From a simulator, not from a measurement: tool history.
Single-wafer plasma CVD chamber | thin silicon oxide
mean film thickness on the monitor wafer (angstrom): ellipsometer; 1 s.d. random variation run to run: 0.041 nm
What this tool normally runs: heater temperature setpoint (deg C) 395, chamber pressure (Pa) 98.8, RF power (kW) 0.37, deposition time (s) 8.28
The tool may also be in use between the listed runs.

run    hour  heater temperature setpoint (deg C)  chamber pressure (Pa)  RF power (kW)  deposition time (s)  read-back reference wafer on the same gauge, thickness_nm  mean film thickness on the monitor wafer (angstrom)
  1       0                                  395                   98.8           0.37                 8.86                                                     18.543                                                172.2
  2    61.3                                  395                   87.2           0.37                 7.63                                                     18.552                                               131.63
  3   165.2                                  395                   87.2           0.37                 7.63                                                     18.574                                               130.64
  4   212.6                                  395                   87.2           0.37                 7.63                                                     18.582                                               131.59
      272.4  -- showerhead replaced
  5   279.3                                  401                   98.8           0.37                 8.28                                                       18.6                                               160.61
  6   373.2                                  386                   98.8           0.37                 9.37                                                     18.626                                                183.9
  7   443.8                                  395                   98.8           0.37                 8.28                                                     18.647                                               161.76
  8   492.9                                  395                   98.8           0.37                 8.28                                                     18.665                                               162.11
      589.9  -- gauge calibrated
  9   594.4                                  403                   78.5           0.39                 6.96                                                     18.367                                               107.66
      644.2  -- thermocouple changed; heater temperature recalibrated
 10   669.1                                  395                   87.2           0.37                 7.63                                                     18.365                                               129.58
      907.5  -- RF generator calibrated
 11   965.7                                  395                   98.8           0.31                 8.28                                                     18.369                                               149.08
     1019.3  -- capacitance manometer re-zeroed and calibrated
 12  1019.8                                  395                     86           0.37                 7.85                                                      18.38                                               131.56
 13  1074.5                                  382                  119.6           0.35                 7.02                                                     18.383                                               158.16
 14  1137.7                                  401                  105.6           0.37                 8.28                                                     18.383                                               169.02
 15  1225.5                                  406                   85.9           0.41                 9.43                                                     18.393                                               163.13
 16  1322.9                                  382                   80.8          0.345                 9.43                                                     18.411                                               146.65
 17  1370.4                                  395                   98.8           0.37                 8.28                                                     18.404                                               159.68
 18  1445.8                                  395                   98.8           0.37                 8.28                                                     18.415                                                159.8
 19  1492.8                                  389                  114.5           0.43                 7.38                                                     18.422                                               172.38
 20  1532.4                                  382                   90.5           0.42                 7.21                                                     18.421                                               135.21
 21  1609.7                                  395                  115.1          0.415                 8.94                                                     18.424                                               205.04
 22  1687.3                                  403                   78.5           0.39                 6.96                                                     18.444                                               108.16
 23  1779.3                                  395                   98.8           0.37                 8.28                                                      18.45                                               160.08
 24  1824.1                                  395                  105.9           0.37                 8.28                                                     18.452                                               171.01
 25  2007.6                                  395                   98.8           0.37                 8.28                                                     18.495                                               161.19
 26  2108.3                                  395                   98.8           0.37                 8.28                                                     18.505                                               160.66
     2134.1  -- capacitance manometer re-zeroed and calibrated
 27  2164.2                                  389                  111.3          0.345                 9.13                                                     18.518                                               193.01

For run 28, what comes out?
 28  2235.2                                  382                  119.9          0.335                 7.67                                                          ?                                                    ?

{"run 28": {"read-back reference wafer on the same gauge, thickness_nm": 18.538, "mean film thickness on the monitor wafer (angstrom)": 172.18}}
Without the tool's hidden state the same run would have given mean film thickness on the monitor wafer (angstrom) 170.98.

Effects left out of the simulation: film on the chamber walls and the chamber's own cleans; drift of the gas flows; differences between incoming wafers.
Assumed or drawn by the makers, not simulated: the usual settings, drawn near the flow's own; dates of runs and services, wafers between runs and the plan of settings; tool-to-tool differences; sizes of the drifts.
